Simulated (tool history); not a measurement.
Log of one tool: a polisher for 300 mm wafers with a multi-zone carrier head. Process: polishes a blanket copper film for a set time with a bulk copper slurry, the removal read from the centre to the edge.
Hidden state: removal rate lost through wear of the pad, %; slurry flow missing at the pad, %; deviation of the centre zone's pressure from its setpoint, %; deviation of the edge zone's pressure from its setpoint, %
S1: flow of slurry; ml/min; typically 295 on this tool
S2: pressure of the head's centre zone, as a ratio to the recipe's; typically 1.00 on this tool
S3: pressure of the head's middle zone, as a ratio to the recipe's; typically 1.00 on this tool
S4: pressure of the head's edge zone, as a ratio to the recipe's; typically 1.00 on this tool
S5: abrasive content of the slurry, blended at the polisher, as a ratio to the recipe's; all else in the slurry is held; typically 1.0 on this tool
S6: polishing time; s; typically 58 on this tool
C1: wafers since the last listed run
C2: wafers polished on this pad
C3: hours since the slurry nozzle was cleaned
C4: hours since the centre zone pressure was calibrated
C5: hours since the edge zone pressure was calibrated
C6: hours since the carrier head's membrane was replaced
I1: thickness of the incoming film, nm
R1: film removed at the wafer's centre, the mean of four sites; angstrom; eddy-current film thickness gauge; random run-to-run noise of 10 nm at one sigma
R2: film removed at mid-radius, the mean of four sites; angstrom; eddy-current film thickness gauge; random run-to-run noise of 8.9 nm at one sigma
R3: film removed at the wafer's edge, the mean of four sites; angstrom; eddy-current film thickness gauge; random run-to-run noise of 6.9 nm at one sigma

run	hour	S1	S2	S3	S4	S5	S6	C1	C2	C3	C4	C5	C6	I1	R1	R2	R3
1	0.0	295	1.00	1.00	1.00	1.0	58	0	761	397.1	567.4	214.1	496.8	4486.6	7032	6893	7201
# hour 51.0: centre zone pressure recalibrated
2	78.8	295	1.00	1.00	1.00	1.0	58	789	1550	475.9	27.8	292.9	575.6	4564.5	7285	6944	7126
3	106.8	295	1.00	1.00	1.00	1.0	58	287	1838	503.9	55.8	320.9	603.6	4577.4	7130	7001	7126
4	125.7	295	1.00	1.00	1.00	1.0	58	194	2032	522.8	74.7	339.8	622.5	4512.7	7024	7107	7150
5	155.7	295	0.90	1.00	1.00	1.0	67	308	2341	552.8	104.7	369.8	652.5	4601.6	7298	8065	8162
# hour 186.1: worn pad replaced by a new one
6	186.6	270	1.00	1.00	1.00	1.0	58	276	5	583.7	135.6	400.7	683.4	4516.2	7013	6919	6963
7	204.6	295	1.00	1.00	1.00	0.9	58	185	190	601.7	153.6	418.7	701.4	4625.7	6862	6734	6974
8	237.9	295	1.00	1.00	1.00	1.0	74	342	532	635.0	186.9	452.0	734.7	4516.4	9253	8890	9044
# hour 245.4: slurry nozzle cleaned
9	264.3	295	1.00	0.94	0.92	1.0	58	261	793	18.9	213.3	478.4	761.1	4545.6	7166	6691	6953
10	297.4	295	1.00	1.00	1.00	1.0	58	340	1134	52.0	246.4	511.5	794.2	4532.1	7206	6862	7117
# hour 311.4: carrier head's membrane replaced by a new one
11	328.9	355	1.09	1.00	1.00	1.0	58	272	1406	83.5	277.9	543.0	17.5	4595.3	7904	7311	7203
12	357.2	295	0.96	1.00	1.00	1.0	58	290	1697	111.8	306.2	571.3	45.8	4536.5	6724	6949	7008
13	375.7	295	1.00	1.00	1.00	0.7	68	190	1887	130.3	324.7	589.8	64.3	4521.7	7651	7794	7951
14	395.6	295	0.95	1.00	1.00	0.8	76	204	2092	150.2	344.6	609.7	84.2	4624.3	8609	8923	9060
15	418.0	295	1.00	1.00	1.00	1.0	58	230	2322	172.6	367.0	632.1	106.6	4595.5	6895	6893	7006
16	438.3	215	1.00	1.00	1.00	1.0	68	208	2531	192.9	387.3	652.4	126.9	4536.3	7922	7678	8129
# hour 461.1: worn pad replaced by a new one
17	461.6	220	1.00	1.00	0.89	1.0	58	198	5	216.2	410.6	675.7	150.2	4518.1	6791	6907	6619
18	483.1	335	1.00	0.91	1.00	1.0	58	220	226	237.7	432.1	697.2	171.7	4645.7	7163	6435	7095
19	505.4	295	1.00	1.00	1.00	1.0	58	229	455	260.0	454.4	719.5	194.0	4516.9	7226	7023	7073
20	529.4	390	1.00	0.94	1.00	1.0	58	246	702	284.0	478.4	743.5	218.0	4540.8	7226	6769	7242
21	548.9	370	1.11	1.00	1.00	1.0	77	200	902	303.5	497.9	763.0	237.5	4478.1	10845	9344	9567
22	570.4	295	1.00	1.00	1.00	1.0	58	220	1123	325.0	519.4	784.5	259.0	4526.0	7025	6895	7143
23	594.0	295	1.00	1.00	1.00	1.0	58	242	1366	348.6	543.0	808.1	282.6	4492.2	7050	6851	7137

Branching from run 23: 3 alternative next runs. What would each branch give?
A	594.4	295	1.00	1.00	1.00	1.0	58	4	1370	349.0	543.4	808.5	283.0	4535.0	?	?	?
B	594.4	390	1.00	1.10	1.00	1.0	58	4	1370	349.0	543.4	808.5	283.0	4535.0	?	?	?
C	594.4	245	1.00	0.93	1.00	1.0	58	4	1370	349.0	543.4	808.5	283.0	4535.0	?	?	?

run	R1	R2	R3
A	7041	6981	7042
B	7249	7767	7173
C	6864	6422	6931
Stripped of hidden state, with their random variation kept, the same runs would have yielded:
run	R1	R2	R3
A	7041	6981	7042
B	7249	7767	7173
C	6864	6422	6931
